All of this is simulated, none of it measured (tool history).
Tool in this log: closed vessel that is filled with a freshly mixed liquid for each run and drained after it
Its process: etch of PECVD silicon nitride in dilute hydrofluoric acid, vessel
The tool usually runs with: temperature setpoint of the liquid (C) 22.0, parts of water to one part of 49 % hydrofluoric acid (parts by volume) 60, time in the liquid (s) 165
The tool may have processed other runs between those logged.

run	day	temperature setpoint of the liquid (C)	parts of water to one part of 49 % hydrofluoric acid (parts by volume)	time in the liquid (s)	wafers since the last listed run	hours since the thermometer was replaced	hours since the hydrofluoric acid flow meter was replaced	hours since the gauge calibration	read-back film thickness of the PECVD silicon nitride reference wafer, read on the same gauge (nm)	thickness taken off the PECVD silicon nitride on a monitor wafer (nm)
1	0.000	22.0	60	90	0	1302.1	2027.2	273.9	100.001	2.294
# day 0.392: hydrofluoric acid flow meter replaced
2	0.412	22.0	60	165	691	1312.0	0.5	283.8	100.008	4.220
3	1.021	22.0	60	165	1134	1326.6	15.1	298.4	99.992	4.159
4	1.650	22.0	60	165	1173	1341.7	30.2	313.5	100.003	4.144
5	2.396	22.0	60	165	1390	1359.6	48.1	331.4	99.995	4.162
6	3.046	25.5	60	165	1212	1375.2	63.7	347.0	100.022	5.346
7	3.546	22.0	60	165	932	1387.2	75.7	359.0	100.013	4.137
8	3.896	24.0	85	95	652	1395.6	84.1	367.4	99.993	1.959
9	4.271	19.0	70	165	699	1404.6	93.1	376.4	99.987	2.926
10	4.588	20.0	60	105	590	1412.2	100.7	384.0	100.009	2.272
11	4.850	26.0	90	165	489	1418.5	107.0	390.3	100.003	3.688
# day 5.196: gauge calibrated
12	6.971	22.0	35	165	3955	1469.4	157.9	42.6	99.990	6.992
# day 7.421: thermometer replaced
13	7.692	26.0	80	95	1266	6.5	175.2	59.9	100.000	2.589
14	8.246	19.0	60	70	1033	19.8	188.5	73.2	100.009	1.611
15	8.883	20.0	40	165	1188	35.1	203.8	88.5	99.979	5.946
16	9.333	26.5	50	255	839	45.9	214.6	99.3	99.995	11.656
17	9.921	22.0	60	165	1095	60.0	228.7	113.4	99.998	4.593
18	10.242	25.0	80	165	598	67.7	236.4	121.1	99.982	4.271
19	10.529	19.0	75	165	536	74.6	243.3	128.0	99.977	3.043
20	11.146	22.0	40	165	1149	89.4	258.1	142.8	99.968	6.771
21	12.117	24.0	60	165	1810	112.7	281.4	166.1	99.995	5.260
22	12.558	22.0	60	165	823	123.3	292.0	176.7	100.012	4.586
23	13.208	22.0	60	165	1212	138.9	307.6	192.3	99.984	4.573
24	13.567	22.0	60	165	668	147.5	316.2	200.9	99.995	4.492
25	13.850	26.5	70	205	528	154.3	323.0	207.7	99.995	6.596
26	14.412	26.0	45	105	1048	167.8	336.5	221.2	99.983	5.033
27	15.038	22.0	60	165	1165	182.8	351.5	236.2	100.009	4.545
28	15.333	22.0	60	165	551	189.9	358.6	243.3	99.997	4.552
29	16.079	22.0	35	165	1390	207.8	376.5	261.2	100.000	7.755
30	16.746	23.5	60	165	1243	223.8	392.5	277.2	99.989	4.987
31	17.025	25.0	60	125	520	230.5	399.2	283.9	99.984	4.171

Give the tool's hidden conditions for every run:
hydrofluoric acid flow above the setpoint (%): 0, the same for each run
gauge reads high (%): 0, the same for each run
H1: liquid colder than its thermometer reads (K)
run	H1
1	2.07
2	2.08
3	2.1
4	2.13
5	2.15
6	2.18
7	2.2
8	2.21
9	2.22
10	2.24
11	2.25
12	2.32
13	0.609
14	0.63
15	0.653
16	0.67
17	0.692
18	0.704
19	0.714
20	0.737
21	0.773
22	0.79
23	0.814
24	0.827
25	0.838
26	0.858
27	0.882
28	0.893
29	0.92
30	0.945
31	0.955
